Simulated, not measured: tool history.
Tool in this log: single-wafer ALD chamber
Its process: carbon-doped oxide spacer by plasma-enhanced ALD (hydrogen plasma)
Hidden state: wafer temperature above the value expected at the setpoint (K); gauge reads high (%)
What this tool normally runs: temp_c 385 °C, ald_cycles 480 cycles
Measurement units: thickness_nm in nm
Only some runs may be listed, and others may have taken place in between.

| run | hour | temp_c | ald_cycles | wafers since the last listed run | hours since the last thermocouple change | hours since the gauge calibration | read-back reference wafer on the same gauge, thickness_nm | thickness_nm |
|---|---|---|---|---|---|---|---|---|
| 1 | 0 | 385 | 480 | 0 | 1011.7 | 7.4 | 20.892 | 21.721 |
| 2 | 7.3 | 374 | 480 | 5 | 1019 | 14.7 | 20.9 | 21.809 |
| 3 | 35.1 | 374 | 480 | 22 | 1046.8 | 42.5 | 20.878 | 21.692 |
| 4 | 51.3 | 374 | 480 | 12 | 1063 | 58.7 | 20.908 | 21.825 |
| 5 | 101.4 | 378 | 539 | 39 | 1113.1 | 108.8 | 20.903 | 24.484 |
| 6 | 112.6 | 385 | 480 | 8 | 1124.3 | 120 | 20.903 | 21.775 |
|  | 123.9 | thermocouple changed; heater temperature recalibrated |
| 7 | 124.4 | 385 | 480 | 3 | 0.5 | 131.8 | 20.899 | 21.799 |
| 8 | 125.5 | 385 | 480 | 0 | 1.6 | 132.9 | 20.906 | 21.814 |
| 9 | 141.3 | 385 | 480 | 12 | 17.4 | 148.7 | 20.897 | 21.792 |
| 10 | 148.5 | 377 | 534 | 5 | 24.6 | 155.9 | 20.907 | 24.254 |
| 11 | 166.1 | 385 | 480 | 13 | 42.2 | 173.5 | 20.903 | 21.801 |
| 12 | 172.6 | 370 | 575 | 5 | 48.7 | 180 | 20.894 | 26.141 |
| 13 | 188.7 | 385 | 401 | 12 | 64.8 | 196.1 | 20.907 | 18.16 |
| 14 | 199.3 | 392 | 480 | 8 | 75.4 | 206.7 | 20.896 | 21.781 |
| 15 | 218.6 | 385 | 480 | 15 | 94.7 | 226 | 20.899 | 21.83 |
|  | 219.9 | gauge calibrated |
| 16 | 233.1 | 373 | 403 | 11 | 109.2 | 13.2 | 20.893 | 18.306 |
| 17 | 249.6 | 385 | 480 | 13 | 125.7 | 29.7 | 20.904 | 21.698 |
| 18 | 267 | 391 | 480 | 13 | 143.1 | 47.1 | 20.906 | 21.803 |
| 19 | 284.3 | 370 | 575 | 13 | 160.4 | 64.4 | 20.922 | 26.2 |
| 20 | 298.6 | 398 | 398 | 11 | 174.7 | 78.7 | 20.895 | 17.974 |
| 21 | 310.2 | 391 | 480 | 9 | 186.3 | 90.3 | 20.909 | 21.738 |
| 22 | 320.6 | 385 | 424 | 8 | 196.7 | 100.7 | 20.898 | 19.189 |
| 23 | 328.8 | 385 | 540 | 6 | 204.9 | 108.9 | 20.891 | 24.443 |

Forecast each of these 4 alternatives for the next run:
| A | 329.9 | 395 | 480 | 0 | 206 | 110 | ? | ? |
| B | 329.9 | 399 | 480 | 0 | 206 | 110 | ? | ? |
| C | 329.9 | 390 | 480 | 0 | 206 | 110 | ? | ? |
| D | 329.9 | 372 | 480 | 0 | 206 | 110 | ? | ? |

| run | read-back reference wafer on the same gauge, thickness_nm | thickness_nm |
|---|---|---|
| A | 20.903 | 21.77 |
| B | 20.903 | 21.77 |
| C | 20.903 | 21.77 |
| D | 20.903 | 21.77 |
Take away the tool's hidden state, keep each run's random variation, and the runs would have read:
| run | thickness_nm |
|---|---|
| A | 21.77 |
| B | 21.77 |
| C | 21.77 |
| D | 21.77 |
